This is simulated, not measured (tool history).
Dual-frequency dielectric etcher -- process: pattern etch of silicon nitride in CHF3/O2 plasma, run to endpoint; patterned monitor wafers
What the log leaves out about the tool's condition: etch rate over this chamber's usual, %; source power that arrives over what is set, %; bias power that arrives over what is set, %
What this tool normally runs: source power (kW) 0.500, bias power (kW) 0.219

run	hour	source power (kW)	bias power (kW)	wafers since the last listed run	hours since the last wet clean	hours since the last source power generator calibration	hours since the last bias power generator calibration	hours since the last upper electrode change	incoming incoming film thickness, nm	endpoint time (s)
1	0.0	0.500	0.206	0	155.6	4096.0	1257.9	4824.8	88.4	56.2
2	18.7	0.500	0.206	125	174.3	4114.7	1276.6	4843.5	88.4	56.5
3	46.3	0.500	0.206	185	201.9	4142.3	1304.2	4871.1	86.5	55.8
4	59.4	0.460	0.219	88	215.0	4155.4	1317.3	4884.2	87.9	57.1
5	80.4	0.500	0.219	141	236.0	4176.4	1338.3	4905.2	87.9	55.6
6	95.5	0.500	0.219	101	251.1	4191.5	1353.4	4920.3	86.7	55.1
7	119.2	0.500	0.219	159	274.8	4215.2	1377.1	4944.0	88.0	55.9
8	138.6	0.500	0.219	130	294.2	4234.6	1396.5	4963.4	87.1	56.0
9	164.0	0.500	0.240	171	319.6	4260.0	1421.9	4988.8	88.3	55.7
10	188.4	0.500	0.240	164	344.0	4284.4	1446.3	5013.2	87.7	55.2
# hour 226.6: wet clean of the chamber
11	227.1	0.500	0.219	99	0.5	4323.1	1485.0	5051.9	87.3	54.2
12	228.1	0.500	0.219	6	1.5	4324.1	1486.0	5052.9	88.3	54.3
13	260.5	0.500	0.219	218	33.9	4356.5	1518.4	5085.3	88.2	54.8
14	277.9	0.500	0.219	117	51.3	4373.9	1535.8	5102.7	87.6	54.6
15	291.3	0.500	0.219	90	64.7	4387.3	1549.2	5116.1	87.6	54.9
16	305.5	0.400	0.202	95	78.9	4401.5	1563.4	5130.3	87.3	60.3
# hour 323.8: bias power generator calibrated
17	340.4	0.450	0.259	208	113.8	4436.4	16.6	5165.2	87.4	54.8
18	361.3	0.500	0.219	140	134.7	4457.3	37.5	5186.1	88.1	55.6
19	390.9	0.500	0.219	199	164.3	4486.9	67.1	5215.7	87.2	55.2
20	409.0	0.440	0.238	121	182.4	4505.0	85.2	5233.8	87.6	56.7
21	433.9	0.440	0.239	167	207.3	4529.9	110.1	5258.7	88.0	57.7
# hour 457.1: source power generator calibrated
22	457.6	0.500	0.219	132	231.0	0.5	133.8	5282.4	86.6	54.9
# hour 484.4: upper electrode replaced
23	513.8	0.570	0.219	216	287.2	56.7	190.0	29.4	86.7	53.1
24	595.4	0.600	0.219	549	368.8	138.3	271.6	111.0	86.8	52.5
25	616.4	0.500	0.219	141	389.8	159.3	292.6	132.0	87.4	57.4
26	645.7	0.500	0.219	197	419.1	188.6	321.9	161.3	87.3	56.9
# hour 684.7: wet clean of the chamber
27	685.2	0.500	0.219	104	0.5	228.1	361.4	200.8	87.8	54.5
28	696.5	0.580	0.219	76	11.8	239.4	372.7	212.1	87.2	51.4
29	717.3	0.400	0.182	140	32.6	260.2	393.5	232.9	87.6	61.2
30	730.2	0.550	0.264	86	45.5	273.1	406.4	245.8	88.8	51.5

Had the tool no unlogged condition, and each run kept its random variation, what would the results have been?
run	endpoint time (s)
1	55.2
2	55.4
3	54.5
4	55.7
5	54.0
6	53.5
7	54.1
8	54.1
9	53.6
10	52.9
11	54.1
12	54.2
13	54.5
14	54.1
15	54.4
16	59.6
17	53.9
18	54.5
19	54.0
20	55.3
21	56.1
22	53.3
23	51.1
24	49.9
25	54.5
26	53.8
27	54.1
28	51.0
29	60.6
30	50.8

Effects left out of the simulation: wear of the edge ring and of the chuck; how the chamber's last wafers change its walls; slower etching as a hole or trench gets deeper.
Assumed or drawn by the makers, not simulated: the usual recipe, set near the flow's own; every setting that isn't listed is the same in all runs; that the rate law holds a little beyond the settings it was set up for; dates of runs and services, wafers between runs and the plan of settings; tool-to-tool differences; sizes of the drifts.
